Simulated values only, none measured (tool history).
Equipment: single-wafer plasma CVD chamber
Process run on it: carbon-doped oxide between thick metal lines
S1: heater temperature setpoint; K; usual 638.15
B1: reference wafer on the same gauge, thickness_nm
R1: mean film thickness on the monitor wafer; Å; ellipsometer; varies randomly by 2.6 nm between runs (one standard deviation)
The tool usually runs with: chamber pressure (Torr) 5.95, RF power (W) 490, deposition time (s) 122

Run 1, day 0: usual settings; B1 645.035. Result: R1 5515.07 Å.
Run 2, day 1.417: usual settings; B1 643.567. Result: R1 5480.51 Å.
Run 3, day 2.783: usual settings; B1 643.66. Result: R1 5458.28 Å.
Run 4, day 3.671: usual settings; B1 643.928. Result: R1 5479.4 Å.
At day 4.208: showerhead replaced.
Run 5, day 6.688: usual settings; B1 643.44. Result: R1 5456.85 Å.
Run 6, day 7.783: usual settings but chamber pressure (Torr) 5.61, deposition time (s) 104; B1 640.729. Result: R1 4641.49 Å.
Run 7, day 9.083: usual settings but chamber pressure (Torr) 5.61, deposition time (s) 104; B1 640.243. Result: R1 4653.21 Å.
At day 9.496: capacitance manometer re-zeroed and calibrated.
Run 8, day 10.479: usual settings but S1 631.15 K, RF power (W) 445; B1 641.065. Result: R1 5124.47 Å.
Run 9, day 11.533: usual settings; B1 640.006. Result: R1 5442.58 Å.
At day 11.962: RF generator calibrated.
Run 10, day 12.142: usual settings but S1 627.15 K, chamber pressure (Torr) 4.86, RF power (W) 550, deposition time (s) 100; B1 640.616. Result: R1 4890.63 Å.
Run 11, day 13.254: usual settings but S1 629.15 K, chamber pressure (Torr) 6.63; B1 638.454. Result: R1 5650.09 Å.
Run 12, day 13.988: usual settings but S1 631.15 K, chamber pressure (Torr) 5.34, RF power (W) 580, deposition time (s) 142; B1 639.936. Result: R1 7156.37 Å.
At day 14.8: thermocouple changed; heater temperature recalibrated.
Run 13, day 15.042: usual settings but chamber pressure (Torr) 6.64, RF power (W) 540; B1 640.919. Result: R1 5903.81 Å.
At day 15.404: gauge calibrated.
Run 14, day 16.012: usual settings; B1 657.379. Result: R1 5598.88 Å.
Run 15, day 17.362: usual settings but RF power (W) 530; B1 652.985. Result: R1 5860.6 Å.
Run 16, day 18.367: usual settings but RF power (W) 530; B1 652.626. Result: R1 5901.13 Å.
Run 17, day 19.738: usual settings but S1 646.15 K, RF power (W) 425, deposition time (s) 104; B1 651.434. Result: R1 4156.44 Å.
Run 18, day 20.796: usual settings but RF power (W) 395, deposition time (s) 106; B1 648.916. Result: R1 4024.46 Å.
Run 19, day 21.612: usual settings but S1 632.15 K, chamber pressure (Torr) 5.55, deposition time (s) 131; B1 648.96. Result: R1 5947.99 Å.
Run 20, day 22.242: usual settings; B1 646.245. Result: R1 5513.78 Å.
Run 21, day 23.588: usual settings but chamber pressure (Torr) 6.44, deposition time (s) 143; B1 647.061. Result: R1 6512.54 Å.
Run 22, day 25.038: usual settings; B1 644.617. Result: R1 5498.58 Å.
Run 23, day 25.817: usual settings but S1 624.15 K, RF power (W) 565; B1 644.036. Result: R1 6211.91 Å.

What will run 24 give?
Run 24, day 27: usual settings but S1 625.15 K, chamber pressure (Torr) 4.55, RF power (W) 465, deposition time (s) 134; B1 ?. Result: R1 ?.

{"run 24": {"B1": 643.224, "R1": 5788.72}}
With the hidden condition absent and the run-to-run variation left alone, this run would have shown R1 5935.64 Å.
